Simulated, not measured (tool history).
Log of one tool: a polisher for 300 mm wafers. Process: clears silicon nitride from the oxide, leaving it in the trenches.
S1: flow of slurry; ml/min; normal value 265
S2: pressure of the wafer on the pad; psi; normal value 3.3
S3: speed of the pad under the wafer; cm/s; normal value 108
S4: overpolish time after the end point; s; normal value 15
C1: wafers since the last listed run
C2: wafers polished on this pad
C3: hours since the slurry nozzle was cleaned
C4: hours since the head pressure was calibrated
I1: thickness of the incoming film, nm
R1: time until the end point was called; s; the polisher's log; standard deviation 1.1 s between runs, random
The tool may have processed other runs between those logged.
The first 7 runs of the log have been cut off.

run 8 hour=427.8 | S1=265 S2=3.3 S3=108 S4=21 | C1=475 C2=1740 C3=198.0 C4=175.0 | I1=100.8 | R1=89.3
run 9 hour=492.9 | S1=245 S2=4.0 S3=108 S4=15 | C1=552 C2=2292 C3=263.1 C4=240.1 | I1=100.7 | R1=73.4
run 10 hour=522.5 | S1=245 S2=4.0 S3=108 S4=15 | C1=251 C2=2543 C3=292.7 C4=269.7 | I1=100.1 | R1=73.7
-- hour=571.4 slurry nozzle cleaned
run 11 hour=575.4 | S1=245 S2=4.0 S3=108 S4=15 | C1=440 C2=2984 C3=4.0 C4=322.6 | I1=100.3 | R1=74.5
-- hour=584.7 worn pad replaced by a new one
run 12 hour=638.4 | S1=265 S2=2.7 S3=108 S4=15 | C1=500 C2=454 C3=67.0 C4=385.6 | I1=101.1 | R1=111.4
-- hour=749.4 head pressure recalibrated
run 13 hour=755.7 | S1=265 S2=3.3 S3=108 S4=15 | C1=977 C2=1432 C3=184.3 C4=6.3 | I1=101.4 | R1=90.0
run 14 hour=799.3 | S1=265 S2=3.3 S3=108 S4=15 | C1=369 C2=1802 C3=227.9 C4=49.9 | I1=100.6 | R1=87.9
run 15 hour=825.0 | S1=265 S2=3.3 S3=108 S4=15 | C1=217 C2=2020 C3=253.6 C4=75.6 | I1=101.1 | R1=88.8
run 16 hour=896.6 | S1=265 S2=3.3 S3=108 S4=15 | C1=607 C2=2627 C3=325.2 C4=147.2 | I1=100.1 | R1=88.2
-- hour=918.4 worn pad replaced by a new one
-- hour=928.4 slurry nozzle cleaned
run 17 hour=964.8 | S1=210 S2=4.0 S3=82 S4=13 | C1=535 C2=384 C3=36.4 C4=215.4 | I1=99.4 | R1=96.8
run 18 hour=999.9 | S1=265 S2=3.3 S3=108 S4=15 | C1=297 C2=682 C3=71.5 C4=250.5 | I1=100.6 | R1=89.0
run 19 hour=1071.8 | S1=265 S2=3.3 S3=76 S4=7 | C1=609 C2=1292 C3=143.4 C4=322.4 | I1=100.8 | R1=124.4
run 20 hour=1134.9 | S1=340 S2=4.0 S3=108 S4=15 | C1=535 C2=1827 C3=206.5 C4=385.5 | I1=101.1 | R1=71.0
-- hour=1216.9 head pressure recalibrated
-- hour=1264.3 slurry nozzle cleaned
-- hour=1276.3 worn pad replaced by a new one
run 21 hour=1276.8 | S1=265 S2=3.0 S3=108 S4=15 | C1=1144 C2=4 C3=12.5 C4=59.9 | I1=100.8 | R1=100.3
run 22 hour=1344.5 | S1=185 S2=3.3 S3=108 S4=15 | C1=574 C2=578 C3=80.2 C4=127.6 | I1=100.1 | R1=94.0
run 23 hour=1412.9 | S1=185 S2=3.3 S3=108 S4=15 | C1=580 C2=1158 C3=148.6 C4=196.0 | I1=100.0 | R1=92.7
run 24 hour=1481.3 | S1=265 S2=3.3 S3=108 S4=15 | C1=580 C2=1738 C3=217.0 C4=264.4 | I1=100.9 | R1=90.6
run 25 hour=1519.5 | S1=305 S2=3.3 S3=90 S4=15 | C1=323 C2=2062 C3=255.2 C4=302.6 | I1=100.6 | R1=104.4
run 26 hour=1579.4 | S1=265 S2=3.3 S3=108 S4=15 | C1=508 C2=2570 C3=315.1 C4=362.5 | I1=99.4 | R1=87.9
-- hour=1640.7 worn pad replaced by a new one
run 27 hour=1644.2 | S1=355 S2=3.3 S3=130 S4=15 | C1=515 C2=29 C3=379.9 C4=427.3 | I1=99.6 | R1=71.7
-- hour=1646.5 slurry nozzle cleaned
-- hour=1663.0 head pressure recalibrated
run 28 hour=1695.1 | S1=300 S2=3.3 S3=96 S4=18 | C1=406 C2=436 C3=48.6 C4=32.1 | I1=102.2 | R1=99.6
run 29 hour=1765.5 | S1=265 S2=3.3 S3=108 S4=15 | C1=597 C2=1033 C3=119.0 C4=102.5 | I1=98.4 | R1=85.4
run 30 hour=1802.2 | S1=335 S2=3.3 S3=108 S4=15 | C1=311 C2=1344 C3=155.7 C4=139.2 | I1=100.4 | R1=86.7
run 31 hour=1827.8 | S1=290 S2=4.2 S3=108 S4=15 | C1=217 C2=1561 C3=181.3 C4=164.8 | I1=100.4 | R1=69.1
run 32 hour=1854.9 | S1=265 S2=3.3 S3=134 S4=22 | C1=229 C2=1791 C3=208.4 C4=191.9 | I1=101.4 | R1=72.7

What if the next run were any one of these 5? Each begins from the tool's condition after run 32:
run A hour=1855.3 | S1=355 S2=3.3 S3=108 S4=15 | C1=3 C2=1794 C3=208.8 C4=192.3 | I1=98.9 | R1=?
run B hour=1855.3 | S1=265 S2=3.3 S3=108 S4=9 | C1=3 C2=1794 C3=208.8 C4=192.3 | I1=98.9 | R1=?
run C hour=1855.3 | S1=265 S2=3.3 S3=120 S4=15 | C1=3 C2=1794 C3=208.8 C4=192.3 | I1=98.9 | R1=?
run D hour=1855.3 | S1=265 S2=3.8 S3=108 S4=15 | C1=3 C2=1794 C3=208.8 C4=192.3 | I1=98.9 | R1=?
run E hour=1855.3 | S1=265 S2=3.3 S3=124 S4=23 | C1=3 C2=1794 C3=208.8 C4=192.3 | I1=98.9 | R1=?

run=A R1=84.0
run=B R1=86.3
run=C R1=77.7
run=D R1=75.0
run=E R1=75.2
With the hidden condition removed and each run's random variation left untouched, the same runs would have given:
run=A R1=84.0
run=B R1=86.3
run=C R1=77.7
run=D R1=75.0
run=E R1=75.2
